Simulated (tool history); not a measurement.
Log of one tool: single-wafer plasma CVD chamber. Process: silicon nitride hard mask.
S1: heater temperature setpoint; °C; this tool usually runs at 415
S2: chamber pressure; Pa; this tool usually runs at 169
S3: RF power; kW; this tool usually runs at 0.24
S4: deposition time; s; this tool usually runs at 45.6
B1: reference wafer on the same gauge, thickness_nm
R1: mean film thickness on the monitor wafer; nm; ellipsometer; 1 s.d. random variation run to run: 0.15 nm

run	hour	S1	S2	S3	S4	B1	R1
1	0	415	169	0.24	45.6	41.796	43.737
2	25.9	415	169	0.24	45.6	41.782	44.095
3	60.7	420	169	0.24	45.6	41.798	43.812
4	85	420	169	0.24	45.6	41.775	43.79
5	112.2	415	169	0.24	45.6	41.818	43.863
6	162.2	415	169	0.24	45.6	41.757	43.673
7	228.3	415	169	0.24	45.6	41.812	43.965
8	290.7	415	169	0.24	45.6	41.773	43.698
9	345.4	415	169	0.24	45.6	41.794	43.562
10	391.4	415	169	0.24	45.6	41.783	43.533
# hour 444.3: gauge calibrated
11	519.6	415	169	0.24	45.6	41.784	43.534
12	574.6	415	169	0.24	45.6	41.779	43.321
# hour 632.8: RF generator calibrated
13	646.3	415	169	0.24	45.6	41.804	44.441
14	693.5	426	169	0.265	45.6	41.778	47.861
# hour 857.7: showerhead replaced
15	876.4	405	145	0.24	45.6	41.803	43.379
16	910.6	415	169	0.24	45.6	41.827	44.704
17	948.7	415	197	0.275	45.6	41.758	51.861
# hour 997.4: capacitance manometer re-zeroed and calibrated
# hour 999.9: thermocouple changed; heater temperature recalibrated
18	1004.9	415	169	0.24	45.6	41.81	44.374
19	1033.9	415	188	0.28	45.6	41.827	51.394
20	1082	415	169	0.2	45.6	41.802	37.744
21	1109.4	415	169	0.195	45.6	41.795	37.17
22	1146.9	415	169	0.24	45.6	41.8	44.163
23	1178.5	415	169	0.24	45.6	41.776	44.565
24	1205.9	415	197	0.275	45.6	41.826	50.828
25	1231.9	401	137	0.24	49.6	41.783	46.22
26	1309.3	425	204	0.255	48.9	41.83	51.756
27	1349.5	410	169	0.215	45.6	41.848	40.42
28	1408.3	415	169	0.21	45.6	41.794	39.703

Below are 5 alternative next runs, each starting from the tool's condition after run 28. Predict each:
A	1408.7	415	169	0.24	53.8	?	?
B	1408.7	407	169	0.21	45.6	?	?
C	1408.7	415	204	0.24	45.6	?	?
D	1408.7	404	136	0.2	45.6	?	?
E	1408.7	428	192	0.24	45.6	?	?

run	B1	R1
A	41.777	51.965
B	41.777	39.522
C	41.777	45.923
D	41.777	36.161
E	41.777	45.081
The same runs, with their run-to-run variation unchanged, on a tool lacking any hidden condition would have given:
run	R1
A	52.445
B	39.908
C	46.35
D	36.513
E	45.499

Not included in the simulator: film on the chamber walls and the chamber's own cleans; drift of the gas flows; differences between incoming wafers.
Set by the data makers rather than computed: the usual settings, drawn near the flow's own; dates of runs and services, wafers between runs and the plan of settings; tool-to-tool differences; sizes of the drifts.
